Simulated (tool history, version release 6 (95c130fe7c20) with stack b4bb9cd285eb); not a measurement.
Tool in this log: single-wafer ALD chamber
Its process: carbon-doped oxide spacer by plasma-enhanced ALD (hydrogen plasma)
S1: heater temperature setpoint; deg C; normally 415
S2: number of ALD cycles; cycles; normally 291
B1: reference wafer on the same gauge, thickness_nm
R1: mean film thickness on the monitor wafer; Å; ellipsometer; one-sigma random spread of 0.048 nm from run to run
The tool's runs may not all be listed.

Run 1, hour 0.0: usual settings but S1 426 deg C, S2 322 cycles; B1 14.400. Result: R1 152.54 Å.
Run 2, hour 82.2: usual settings but S1 426 deg C, S2 322 cycles; B1 14.409. Result: R1 152.71 Å.
Run 3, hour 120.5: usual settings; B1 14.405. Result: R1 142.42 Å.
Run 4, hour 228.1: usual settings but S1 406 deg C, S2 327 cycles; B1 14.390. Result: R1 162.82 Å.
Run 5, hour 318.0: usual settings but S1 406 deg C, S2 327 cycles; B1 14.403. Result: R1 163.43 Å.
Run 6, hour 448.3: usual settings but S1 406 deg C, S2 327 cycles; B1 14.409. Result: R1 162.62 Å.
Run 7, hour 522.0: usual settings; B1 14.398. Result: R1 142.08 Å.
Run 8, hour 587.6: usual settings; B1 14.399. Result: R1 141.05 Å.
Run 9, hour 639.6: usual settings; B1 14.393. Result: R1 141.46 Å.
Run 10, hour 698.3: usual settings but S1 425 deg C; B1 14.399. Result: R1 137.51 Å.
Run 11, hour 751.7: usual settings but S1 425 deg C; B1 14.386. Result: R1 137.89 Å.
Run 12, hour 858.6: usual settings but S1 406 deg C; B1 14.392. Result: R1 143.97 Å.
Run 13, hour 937.4: usual settings; B1 14.400. Result: R1 141.23 Å.
At hour 987.4: gauge calibrated.
Run 14, hour 1040.3: usual settings but S1 420 deg C, S2 335 cycles; B1 14.397. Result: R1 159.10 Å.
Run 15, hour 1083.7: usual settings but S1 411 deg C; B1 14.397. Result: R1 141.30 Å.
Run 16, hour 1132.7: usual settings but S1 403 deg C, S2 308 cycles; B1 14.403. Result: R1 153.23 Å.
Run 17, hour 1232.8: usual settings but S1 425 deg C, S2 275 cycles; B1 14.395. Result: R1 129.00 Å.
Run 18, hour 1329.4: usual settings but S1 409 deg C, S2 271 cycles; B1 14.405. Result: R1 132.79 Å.
At hour 1351.0: thermocouple changed; heater temperature recalibrated.
Run 19, hour 1420.2: usual settings; B1 14.399. Result: R1 142.82 Å.
Run 20, hour 1520.0: usual settings but S1 402 deg C, S2 269 cycles; B1 14.403. Result: R1 137.34 Å.
Run 21, hour 1564.3: usual settings but S2 250 cycles; B1 14.404. Result: R1 123.73 Å.
Run 22, hour 1648.7: usual settings but S1 404 deg C; B1 14.397. Result: R1 146.89 Å.
Run 23, hour 1730.6: usual settings; B1 14.402. Result: R1 143.07 Å.

Expected results for the next run?
Run 24, hour 1798.2: usual settings but S1 405 deg C, S2 242 cycles; B1 ?. Result: R1 ?.

B1: 14.403
R1: 122.19 Å
Without the tool's hidden state the same run would have given R1 122.00 Å.
